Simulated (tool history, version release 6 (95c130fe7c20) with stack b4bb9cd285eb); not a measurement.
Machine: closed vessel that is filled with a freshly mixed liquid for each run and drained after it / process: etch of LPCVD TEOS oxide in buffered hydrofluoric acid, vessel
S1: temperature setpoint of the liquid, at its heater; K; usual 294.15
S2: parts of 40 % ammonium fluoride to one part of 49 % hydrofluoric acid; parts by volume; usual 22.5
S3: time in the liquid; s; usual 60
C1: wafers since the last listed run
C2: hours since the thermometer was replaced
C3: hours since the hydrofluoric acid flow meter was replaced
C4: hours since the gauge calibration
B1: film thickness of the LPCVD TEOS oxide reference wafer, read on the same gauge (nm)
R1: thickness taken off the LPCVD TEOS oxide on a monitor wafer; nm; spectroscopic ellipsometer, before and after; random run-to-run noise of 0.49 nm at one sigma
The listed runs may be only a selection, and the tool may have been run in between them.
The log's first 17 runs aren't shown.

{"run": 18, "day": 50.4, "S1": 292.15, "S2": 30, "S3": 90, "C1": 9284, "C2": 2877.2, "C3": 230.5, "C4": 540.2, "B1": 129.99, "R1": 98.36}
{"day": 51.467, "done": "thermometer replaced"}
{"run": 19, "day": 53.608, "S1": 294.15, "S2": 22.5, "S3": 60, "C1": 8594, "C2": 51.4, "C3": 307.5, "C4": 617.2, "B1": 130.05, "R1": 93.33}
{"run": 20, "day": 57.179, "S1": 294.15, "S2": 22.5, "S3": 40, "C1": 9691, "C2": 137.1, "C3": 393.2, "C4": 702.9, "B1": 130.05, "R1": 62.36}
{"run": 21, "day": 60.858, "S1": 290.15, "S2": 30, "S3": 30, "C1": 9985, "C2": 225.4, "C3": 481.5, "C4": 791.2, "B1": 130.04, "R1": 30.51}
{"run": 22, "day": 73.133, "S1": 296.15, "S2": 16.5, "S3": 70, "C1": 33314, "C2": 520, "C3": 776.1, "C4": 1085.8, "B1": 129.96, "R1": 159.46}
{"run": 23, "day": 84.138, "S1": 294.15, "S2": 22.5, "S3": 60, "C1": 29865, "C2": 784.1, "C3": 1040.2, "C4": 1349.9, "B1": 129.99, "R1": 92.1}
{"day": 86.571, "done": "hydrofluoric acid flow meter replaced"}
{"run": 24, "day": 86.696, "S1": 296.65, "S2": 22.5, "S3": 75, "C1": 6830, "C2": 845.5, "C3": 3, "C4": 1411.3, "B1": 130, "R1": 132.09}
{"run": 25, "day": 92.021, "S1": 296.65, "S2": 18, "S3": 50, "C1": 14452, "C2": 973.3, "C3": 130.8, "C4": 1539.1, "B1": 130.03, "R1": 106.52}
{"run": 26, "day": 95.512, "S1": 294.15, "S2": 22.5, "S3": 90, "C1": 9476, "C2": 1057.1, "C3": 214.6, "C4": 1622.9, "B1": 129.99, "R1": 138.69}

Predict the results of run 27:
{"run": 27, "day": 99.875, "S1": 296.15, "S2": 25.5, "S3": 45, "C1": 11839, "C2": 1161.8, "C3": 319.3, "C4": 1727.6, "B1": "?", "R1": "?"}

B1: 129.96
R1: 71.48 nm
Were there no unlogged condition in the tool, this run, its random variation unchanged, would have produced R1 72.4 nm.
